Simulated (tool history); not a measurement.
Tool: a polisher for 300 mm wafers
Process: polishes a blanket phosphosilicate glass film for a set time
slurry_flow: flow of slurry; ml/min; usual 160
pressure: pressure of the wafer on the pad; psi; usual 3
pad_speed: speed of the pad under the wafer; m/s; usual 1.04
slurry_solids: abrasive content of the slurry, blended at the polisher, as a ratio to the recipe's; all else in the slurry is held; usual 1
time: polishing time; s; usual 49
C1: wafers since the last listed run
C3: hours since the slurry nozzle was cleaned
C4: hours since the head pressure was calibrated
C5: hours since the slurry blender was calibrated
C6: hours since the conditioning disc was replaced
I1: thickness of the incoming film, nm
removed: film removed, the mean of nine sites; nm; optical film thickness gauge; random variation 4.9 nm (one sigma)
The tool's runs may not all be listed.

run 1 day=0 | slurry_flow=160 pressure=3 pad_speed=1.04 slurry_solids=1 time=49 | C1=0 wafers_polished_on_this_pad=6511 C3=816.7 C4=238.1 C5=501.3 C6=423.1 | I1=4058.4 | removed=360.5
-- day=0.538 slurry blender recalibrated
run 2 day=1.367 | slurry_flow=180 pressure=3.9 pad_speed=1.04 slurry_solids=1 time=49 | C1=426 wafers_polished_on_this_pad=6938 C3=849.5 C4=270.9 C5=19.9 C6=455.9 | I1=4058.5 | removed=470.5
-- day=1.846 slurry nozzle cleaned
run 3 day=3.3 | slurry_flow=160 pressure=3 pad_speed=1.04 slurry_solids=1 time=49 | C1=629 wafers_polished_on_this_pad=7567 C3=34.9 C4=317.3 C5=66.3 C6=502.3 | I1=4022.7 | removed=365.7
-- day=4.162 worn pad replaced by a new one
-- day=4.721 conditioning disc replaced and pad reconditioned
run 4 day=5.446 | slurry_flow=160 pressure=3 pad_speed=0.88 slurry_solids=1 time=63 | C1=630 wafers_polished_on_this_pad=398 C3=86.4 C4=368.8 C5=117.8 C6=17.4 | I1=3978.8 | removed=421
run 5 day=7.383 | slurry_flow=200 pressure=3.6 pad_speed=1.04 slurry_solids=1.3 time=58 | C1=644 wafers_polished_on_this_pad=1043 C3=132.9 C4=415.3 C5=164.3 C6=63.9 | I1=4037.6 | removed=581.6
run 6 day=9.662 | slurry_flow=160 pressure=3.4 pad_speed=1.38 slurry_solids=1 time=40 | C1=758 wafers_polished_on_this_pad=1801 C3=187.6 C4=470 C5=219 C6=118.6 | I1=4006.4 | removed=416.9
run 7 day=11.921 | slurry_flow=160 pressure=3 pad_speed=1.04 slurry_solids=1 time=49 | C1=751 wafers_polished_on_this_pad=2552 C3=241.8 C4=524.2 C5=273.2 C6=172.8 | I1=4006.5 | removed=381.9
-- day=13.029 head pressure recalibrated
run 8 day=14.421 | slurry_flow=190 pressure=2.3 pad_speed=1.04 slurry_solids=1.1 time=49 | C1=803 wafers_polished_on_this_pad=3356 C3=301.8 C4=33.4 C5=333.2 C6=232.8 | I1=4021 | removed=268.5
run 9 day=16.5 | slurry_flow=160 pressure=3 pad_speed=1.04 slurry_solids=1.15 time=49 | C1=691 wafers_polished_on_this_pad=4048 C3=351.7 C4=83.3 C5=383.1 C6=282.7 | I1=3955.7 | removed=349.6
run 10 day=17.975 | slurry_flow=105 pressure=2.7 pad_speed=1.04 slurry_solids=0.8 time=49 | C1=490 wafers_polished_on_this_pad=4538 C3=387.1 C4=118.7 C5=418.5 C6=318.1 | I1=3975.2 | removed=269.5
run 11 day=20.6 | slurry_flow=160 pressure=2.2 pad_speed=1.04 slurry_solids=1 time=49 | C1=873 wafers_polished_on_this_pad=5411 C3=450.1 C4=181.7 C5=481.5 C6=381.1 | I1=4019.5 | removed=246.3
-- day=23.208 slurry blender recalibrated
run 12 day=23.229 | slurry_flow=160 pressure=2.3 pad_speed=1.04 slurry_solids=1.3 time=55 | C1=846 wafers_polished_on_this_pad=6258 C3=513.2 C4=244.8 C5=0.5 C6=444.2 | I1=4082.4 | removed=331.2
run 13 day=25.138 | slurry_flow=140 pressure=3 pad_speed=1.04 slurry_solids=0.9 time=49 | C1=634 wafers_polished_on_this_pad=6893 C3=559 C4=290.6 C5=46.3 C6=490 | I1=3972.6 | removed=343.9
-- day=27.35 conditioning disc replaced and pad reconditioned
run 14 day=27.396 | slurry_flow=160 pressure=3 pad_speed=1.04 slurry_solids=1 time=49 | C1=723 wafers_polished_on_this_pad=7616 C3=613.2 C4=344.8 C5=100.5 C6=1.1 | I1=4016.7 | removed=363
-- day=27.975 worn pad replaced by a new one
run 15 day=30.175 | slurry_flow=160 pressure=2.6 pad_speed=1.3 slurry_solids=0.8 time=61 | C1=868 wafers_polished_on_this_pad=732 C3=679.9 C4=411.5 C5=167.2 C6=67.8 | I1=4066.5 | removed=406.6
-- day=34.321 head pressure recalibrated
run 16 day=34.479 | slurry_flow=160 pressure=3 pad_speed=1.04 slurry_solids=1 time=49 | C1=1403 wafers_polished_on_this_pad=2136 C3=783.2 C4=3.8 C5=270.5 C6=171.1 | I1=4081.8 | removed=328.4
run 17 day=36.975 | slurry_flow=160 pressure=3 pad_speed=1.28 slurry_solids=0.75 time=38 | C1=830 wafers_polished_on_this_pad=2966 C3=843.1 C4=63.7 C5=330.4 C6=231 | I1=4033.8 | removed=271.5
-- day=37.942 slurry nozzle cleaned
run 18 day=39.579 | slurry_flow=160 pressure=3 pad_speed=1.04 slurry_solids=1 time=49 | C1=852 wafers_polished_on_this_pad=3818 C3=39.3 C4=126.2 C5=392.9 C6=293.5 | I1=4094.9 | removed=344.9
run 19 day=42.258 | slurry_flow=175 pressure=3 pad_speed=1.04 slurry_solids=1 time=49 | C1=891 wafers_polished_on_this_pad=4709 C3=103.6 C4=190.5 C5=457.2 C6=357.8 | I1=4013.6 | removed=352.1
-- day=43.133 slurry blender recalibrated
run 20 day=44.367 | slurry_flow=160 pressure=3 pad_speed=1.2 slurry_solids=1.2 time=49 | C1=673 wafers_polished_on_this_pad=5383 C3=154.2 C4=241.1 C5=29.6 C6=408.4 | I1=4060.2 | removed=398.8
run 21 day=46.446 | slurry_flow=200 pressure=3.9 pad_speed=1.04 slurry_solids=1.1 time=39 | C1=691 wafers_polished_on_this_pad=6074 C3=204.1 C4=291 C5=79.5 C6=458.3 | I1=4063.4 | removed=394
run 22 day=47.512 | slurry_flow=160 pressure=3 pad_speed=1.3 slurry_solids=0.75 time=58 | C1=354 wafers_polished_on_this_pad=6429 C3=229.7 C4=316.6 C5=105.1 C6=483.9 | I1=3957.4 | removed=448.8
-- day=48.45 conditioning disc replaced and pad reconditioned
-- day=49.35 worn pad replaced by a new one
run 23 day=50.296 | slurry_flow=105 pressure=3 pad_speed=1.16 slurry_solids=1.2 time=61 | C1=842 wafers_polished_on_this_pad=314 C3=296.5 C4=383.4 C5=171.9 C6=44.3 | I1=4012.3 | removed=485.5
run 24 day=52.454 | slurry_flow=160 pressure=3.3 pad_speed=1.04 slurry_solids=1 time=60 | C1=717 wafers_polished_on_this_pad=1032 C3=348.3 C4=435.2 C5=223.7 C6=96.1 | I1=4034.4 | removed=496.5
run 25 day=53.733 | slurry_flow=160 pressure=3.9 pad_speed=1.04 slurry_solids=1 time=49 | C1=425 wafers_polished_on_this_pad=1457 C3=379 C4=465.9 C5=254.4 C6=126.8 | I1=4010.8 | removed=477.6

4 ways to go on from here, each from the tool as it stands after run 25. What would each give?
run A day=53.75 | slurry_flow=160 pressure=3 pad_speed=1.04 slurry_solids=1 time=49 | C1=5 wafers_polished_on_this_pad=1463 C3=379.4 C4=466.3 C5=254.8 C6=127.2 | I1=4048.4 | removed=?
run B day=53.75 | slurry_flow=160 pressure=3 pad_speed=1.04 slurry_solids=1.25 time=37 | C1=5 wafers_polished_on_this_pad=1463 C3=379.4 C4=466.3 C5=254.8 C6=127.2 | I1=4048.4 | removed=?
run C day=53.75 | slurry_flow=160 pressure=3 pad_speed=1.04 slurry_solids=1.2 time=49 | C1=5 wafers_polished_on_this_pad=1463 C3=379.4 C4=466.3 C5=254.8 C6=127.2 | I1=4048.4 | removed=?
run D day=53.75 | slurry_flow=160 pressure=3 pad_speed=1.04 slurry_solids=1 time=58 | C1=5 wafers_polished_on_this_pad=1463 C3=379.4 C4=466.3 C5=254.8 C6=127.2 | I1=4048.4 | removed=?

run=A removed=371.9
run=B removed=301.7
run=C removed=394.5
run=D removed=440.2
Without the tool's hidden state the same runs would have given:
run=A removed=334.8
run=B removed=271.7
run=C removed=355.1
run=D removed=396.3
